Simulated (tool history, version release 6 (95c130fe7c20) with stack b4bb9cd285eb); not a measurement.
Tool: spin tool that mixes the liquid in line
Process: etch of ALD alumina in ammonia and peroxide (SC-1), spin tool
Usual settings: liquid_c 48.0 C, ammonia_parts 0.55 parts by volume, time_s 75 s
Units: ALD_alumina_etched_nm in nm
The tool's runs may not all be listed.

run    hour  liquid_c  ammonia_parts  time_s  read-back film thickness of the ALD alumina reference wafer, read on the same gauge (nm)  ALD_alumina_etched_nm
  1     0.0      48.0           0.55      75                                                                                    69.992                  4.974
  2    51.2      48.0           0.55      75                                                                                    70.016                  4.860
  3    89.4      48.0           0.55      75                                                                                    69.999                  5.014
  4   155.8      48.0           0.55      75                                                                                    69.993                  4.910
  5   225.9      48.0           0.55      75                                                                                    70.009                  4.918
  6   306.1      48.0           0.55      75                                                                                    70.011                  4.875
  7   382.4      48.0           0.45      75                                                                                    69.982                  4.782
  8   426.6      48.0           0.55      75                                                                                    69.985                  4.962
  9   484.8      48.0           0.55      75                                                                                    69.953                  4.854
 10   589.3      48.0           0.55      75                                                                                    70.025                  4.887
 11   690.3      52.5           0.55      75                                                                                    69.983                  6.210
 12   755.3      48.0           0.55      75                                                                                    70.006                  4.885
 13   833.6      54.0           0.70      75                                                                                    69.979                  7.098
 14   928.7      48.0           0.55      75                                                                                    70.022                  4.903
 15  1006.3      41.0           0.65      95                                                                                    69.998                  4.265
 16  1051.5      48.0           0.55      75                                                                                    70.009                  4.936
 17  1092.1      56.5           0.80     100                                                                                    69.972                 10.764
 18  1166.7      51.0           0.55      50                                                                                    69.972                  3.925
 19  1233.3      41.0           0.65      95                                                                                    70.032                  4.283
 20  1315.6      48.0           0.55      75                                                                                    70.013                  4.936
 21  1403.0      56.5           0.55      75                                                                                    69.980                  7.965
 22  1469.1      51.5           0.55      75                                                                                    69.997                  5.922
 23  1546.6      48.0           0.55      65                                                                                    70.043                  4.246
 24  1629.8      55.0           0.55      75                                                                                    70.003                  7.238
 25  1707.4      48.0           0.55      75                                                                                    69.984                  4.885

Taken out of this log: 9 entries between the listed runs. Where each belongs, and how the hidden state differs across it:
Between runs 3 and 4: new drum of ammonia solution connected (hour 98.8)
  no hidden state differs between the two runs
Between runs 7 and 8: new drum of ammonia solution connected (hour 410.4)
  no hidden state differs between the two runs
Between runs 11 and 12: new drum of ammonia solution connected (hour 754.8)
  no hidden state differs between the two runs
Between runs 12 and 13: ammonia flow meter replaced (hour 814.7); thermometer replaced (hour 819.5)
  no hidden state differs between the two runs
Between runs 16 and 17: heated supply line repaired (hour 1069.2)
  no hidden state differs between the two runs
Between runs 17 and 18: new drum of ammonia solution connected (hour 1109.4); gauge calibrated (hour 1151.1)
  no hidden state differs between the two runs
Between runs 21 and 22: new drum of ammonia solution connected (hour 1457.1)
  no hidden state differs between the two runs
